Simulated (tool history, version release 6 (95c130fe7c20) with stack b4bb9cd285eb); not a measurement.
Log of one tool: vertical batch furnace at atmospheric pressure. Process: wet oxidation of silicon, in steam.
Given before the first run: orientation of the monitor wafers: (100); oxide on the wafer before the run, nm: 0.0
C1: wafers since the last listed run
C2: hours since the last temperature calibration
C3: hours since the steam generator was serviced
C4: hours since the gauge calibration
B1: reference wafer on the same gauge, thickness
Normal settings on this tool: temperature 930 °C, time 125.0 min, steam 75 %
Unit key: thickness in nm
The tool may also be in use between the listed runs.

{"run": 1, "hour": 0.0, "temperature": 930, "time": 125.0, "steam": 84, "C1": 0, "C2": 1895.2, "C3": 2564.7, "C4": 425.4, "B1": 335.02, "thickness": 332.8}
{"run": 2, "hour": 17.4, "temperature": 930, "time": 125.0, "steam": 84, "C1": 103, "C2": 1912.6, "C3": 2582.1, "C4": 442.8, "B1": 335.09, "thickness": 329.98}
{"run": 3, "hour": 33.1, "temperature": 921, "time": 125.0, "steam": 69, "C1": 93, "C2": 1928.3, "C3": 2597.8, "C4": 458.5, "B1": 335.23, "thickness": 259.32}
{"hour": 43.2, "done": "gauge calibrated"}
{"run": 4, "hour": 63.1, "temperature": 921, "time": 125.0, "steam": 69, "C1": 178, "C2": 1958.3, "C3": 2627.8, "C4": 19.9, "B1": 335.45, "thickness": 260.99}
{"run": 5, "hour": 82.1, "temperature": 930, "time": 87.5, "steam": 75, "C1": 112, "C2": 1977.3, "C3": 2646.8, "C4": 38.9, "B1": 334.94, "thickness": 226.8}
{"run": 6, "hour": 99.3, "temperature": 930, "time": 125.0, "steam": 75, "C1": 102, "C2": 1994.5, "C3": 2664.0, "C4": 56.1, "B1": 335.01, "thickness": 301.66}
{"run": 7, "hour": 113.5, "temperature": 930, "time": 125.0, "steam": 75, "C1": 84, "C2": 2008.7, "C3": 2678.2, "C4": 70.3, "B1": 335.03, "thickness": 303.13}
{"run": 8, "hour": 140.8, "temperature": 919, "time": 125.0, "steam": 75, "C1": 161, "C2": 2036.0, "C3": 2705.5, "C4": 97.6, "B1": 335.39, "thickness": 272.61}
{"run": 9, "hour": 155.4, "temperature": 930, "time": 78.5, "steam": 75, "C1": 86, "C2": 2050.6, "C3": 2720.1, "C4": 112.2, "B1": 334.9, "thickness": 208.48}
{"run": 10, "hour": 197.8, "temperature": 930, "time": 78.5, "steam": 75, "C1": 251, "C2": 2093.0, "C3": 2762.5, "C4": 154.6, "B1": 335.11, "thickness": 208.34}
{"run": 11, "hour": 219.5, "temperature": 930, "time": 78.5, "steam": 75, "C1": 128, "C2": 2114.7, "C3": 2784.2, "C4": 176.3, "B1": 334.75, "thickness": 207.43}
{"run": 12, "hour": 242.2, "temperature": 930, "time": 94.5, "steam": 75, "C1": 134, "C2": 2137.4, "C3": 2806.9, "C4": 199.0, "B1": 334.86, "thickness": 242.92}
{"hour": 289.8, "done": "steam generator serviced"}
{"run": 13, "hour": 290.3, "temperature": 939, "time": 125.0, "steam": 75, "C1": 143, "C2": 2185.5, "C3": 0.5, "C4": 247.1, "B1": 335.08, "thickness": 344.82}
{"hour": 331.2, "done": "thermocouples replaced and temperature profile calibrated"}
{"run": 14, "hour": 331.7, "temperature": 939, "time": 125.0, "steam": 75, "C1": 103, "C2": 0.5, "C3": 41.9, "C4": 288.5, "B1": 334.94, "thickness": 333.31}
{"run": 15, "hour": 337.9, "temperature": 938, "time": 161.0, "steam": 75, "C1": 36, "C2": 6.7, "C3": 48.1, "C4": 294.7, "B1": 335.28, "thickness": 399.11}
{"run": 16, "hour": 377.8, "temperature": 930, "time": 172.5, "steam": 64, "C1": 236, "C2": 46.6, "C3": 88.0, "C4": 334.6, "B1": 335.18, "thickness": 349.18}
{"run": 17, "hour": 395.0, "temperature": 921, "time": 125.0, "steam": 69, "C1": 102, "C2": 63.8, "C3": 105.2, "C4": 351.8, "B1": 335.0, "thickness": 261.64}
{"run": 18, "hour": 426.6, "temperature": 916, "time": 147.0, "steam": 75, "C1": 187, "C2": 95.4, "C3": 136.8, "C4": 383.4, "B1": 335.13, "thickness": 304.44}
{"run": 19, "hour": 444.7, "temperature": 941, "time": 125.0, "steam": 70, "C1": 107, "C2": 113.5, "C3": 154.9, "C4": 401.5, "B1": 335.34, "thickness": 320.91}
{"hour": 447.6, "done": "gauge calibrated"}
{"run": 20, "hour": 465.9, "temperature": 953, "time": 125.0, "steam": 69, "C1": 125, "C2": 134.7, "C3": 176.1, "C4": 18.3, "B1": 335.43, "thickness": 354.3}
{"run": 21, "hour": 484.3, "temperature": 930, "time": 185.0, "steam": 75, "C1": 109, "C2": 153.1, "C3": 194.5, "C4": 36.7, "B1": 334.69, "thickness": 414.16}
{"run": 22, "hour": 499.6, "temperature": 930, "time": 125.0, "steam": 75, "C1": 90, "C2": 168.4, "C3": 209.8, "C4": 52.0, "B1": 334.75, "thickness": 304.77}
{"run": 23, "hour": 520.2, "temperature": 916, "time": 69.5, "steam": 81, "C1": 122, "C2": 189.0, "C3": 230.4, "C4": 72.6, "B1": 334.8, "thickness": 172.83}
{"run": 24, "hour": 532.8, "temperature": 942, "time": 125.0, "steam": 81, "C1": 74, "C2": 201.6, "C3": 243.0, "C4": 85.2, "B1": 335.16, "thickness": 360.24}
{"run": 25, "hour": 566.4, "temperature": 930, "time": 174.0, "steam": 67, "C1": 199, "C2": 235.2, "C3": 276.6, "C4": 118.8, "B1": 335.02, "thickness": 363.44}
{"run": 26, "hour": 580.4, "temperature": 930, "time": 78.5, "steam": 83, "C1": 83, "C2": 249.2, "C3": 290.6, "C4": 132.8, "B1": 334.88, "thickness": 227.82}
{"run": 27, "hour": 595.4, "temperature": 930, "time": 79.0, "steam": 70, "C1": 89, "C2": 264.2, "C3": 305.6, "C4": 147.8, "B1": 335.1, "thickness": 199.41}
{"run": 28, "hour": 622.7, "temperature": 930, "time": 174.0, "steam": 67, "C1": 161, "C2": 291.5, "C3": 332.9, "C4": 175.1, "B1": 335.16, "thickness": 362.04}
{"run": 29, "hour": 643.1, "temperature": 952, "time": 150.5, "steam": 75, "C1": 121, "C2": 311.9, "C3": 353.3, "C4": 195.5, "B1": 334.87, "thickness": 426.27}
{"run": 30, "hour": 658.7, "temperature": 910, "time": 184.0, "steam": 75, "C1": 92, "C2": 327.5, "C3": 368.9, "C4": 211.1, "B1": 334.95, "thickness": 340.07}

Give the tool's hidden conditions for every run:
gauge reads high (%): 0 in every run
H1: true tube temperature minus thermocouple reading, K
H2: steam share off its setpoint, % of the setpoint
run=1 H1=3.5 H2=-6.74
run=2 H1=3.53 H2=-6.78
run=3 H1=3.56 H2=-6.82
run=4 H1=3.61 H2=-6.9
run=5 H1=3.65 H2=-6.95
run=6 H1=3.68 H2=-6.99
run=7 H1=3.7 H2=-7.03
run=8 H1=3.75 H2=-7.1
run=9 H1=3.78 H2=-7.14
run=10 H1=3.86 H2=-7.24
run=11 H1=3.9 H2=-7.3
run=12 H1=3.94 H2=-7.36
run=13 H1=4.02 H2=-1.68
run=14 H1=0.0768 H2=-1.78
run=15 H1=0.088 H2=-1.8
run=16 H1=0.161 H2=-1.9
run=17 H1=0.192 H2=-1.94
run=18 H1=0.249 H2=-2.02
run=19 H1=0.282 H2=-2.07
run=20 H1=0.321 H2=-2.12
run=21 H1=0.354 H2=-2.17
run=22 H1=0.382 H2=-2.21
run=23 H1=0.419 H2=-2.26
run=24 H1=0.442 H2=-2.29
run=25 H1=0.503 H2=-2.38
run=26 H1=0.529 H2=-2.42
run=27 H1=0.556 H2=-2.45
run=28 H1=0.605 H2=-2.52
run=29 H1=0.643 H2=-2.57
run=30 H1=0.671 H2=-2.61

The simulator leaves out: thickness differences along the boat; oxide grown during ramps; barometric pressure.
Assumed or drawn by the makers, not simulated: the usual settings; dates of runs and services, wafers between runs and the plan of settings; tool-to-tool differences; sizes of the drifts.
